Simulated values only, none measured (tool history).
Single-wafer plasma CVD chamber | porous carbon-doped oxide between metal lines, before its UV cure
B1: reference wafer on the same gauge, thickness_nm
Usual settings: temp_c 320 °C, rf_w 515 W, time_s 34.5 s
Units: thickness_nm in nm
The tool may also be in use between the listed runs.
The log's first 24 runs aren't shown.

{"hour": 291.1, "done": "RF generator calibrated"}
{"run": 25, "hour": 291.6, "temp_c": 305, "rf_w": 485, "time_s": 39.6, "B1": 155.004, "thickness_nm": 219.679}
{"run": 26, "hour": 296.8, "temp_c": 320, "rf_w": 460, "time_s": 40.8, "B1": 155.047, "thickness_nm": 199.029}
{"run": 27, "hour": 309.3, "temp_c": 320, "rf_w": 515, "time_s": 34.5, "B1": 154.952, "thickness_nm": 181.677}
{"run": 28, "hour": 319.8, "temp_c": 313, "rf_w": 545, "time_s": 30.1, "B1": 155.031, "thickness_nm": 171.986}
{"run": 29, "hour": 327.3, "temp_c": 320, "rf_w": 515, "time_s": 34.5, "B1": 155.063, "thickness_nm": 181.848}
{"run": 30, "hour": 335.4, "temp_c": 330, "rf_w": 425, "time_s": 29.5, "B1": 155.058, "thickness_nm": 129.374}
{"run": 31, "hour": 341.5, "temp_c": 325, "rf_w": 440, "time_s": 29.3, "B1": 154.977, "thickness_nm": 135.423}
{"run": 32, "hour": 354.6, "temp_c": 308, "rf_w": 570, "time_s": 28.2, "B1": 155.016, "thickness_nm": 170.49}
{"run": 33, "hour": 363.9, "temp_c": 320, "rf_w": 515, "time_s": 34.5, "B1": 154.978, "thickness_nm": 180.569}
{"run": 34, "hour": 376.8, "temp_c": 309, "rf_w": 480, "time_s": 28.7, "B1": 155.039, "thickness_nm": 154.311}
{"run": 35, "hour": 383.3, "temp_c": 312, "rf_w": 590, "time_s": 27.9, "B1": 155.019, "thickness_nm": 168.368}

3 ways to go on from here, each from the tool as it stands after run 35. What would each give?
{"run": "A", "hour": 383.7, "temp_c": 320, "rf_w": 515, "time_s": 39.1, "B1": "?", "thickness_nm": "?"}
{"run": "B", "hour": 383.7, "temp_c": 324, "rf_w": 515, "time_s": 34.5, "B1": "?", "thickness_nm": "?"}
{"run": "C", "hour": 383.7, "temp_c": 314, "rf_w": 550, "time_s": 31.5, "B1": "?", "thickness_nm": "?"}

run=A B1=154.967 thickness_nm=204.667
run=B B1=154.967 thickness_nm=177.13
run=C B1=154.967 thickness_nm=179.202
Without the tool's hidden state the same runs would have given:
run=A thickness_nm=205.413
run=B thickness_nm=177.789
run=C thickness_nm=179.847

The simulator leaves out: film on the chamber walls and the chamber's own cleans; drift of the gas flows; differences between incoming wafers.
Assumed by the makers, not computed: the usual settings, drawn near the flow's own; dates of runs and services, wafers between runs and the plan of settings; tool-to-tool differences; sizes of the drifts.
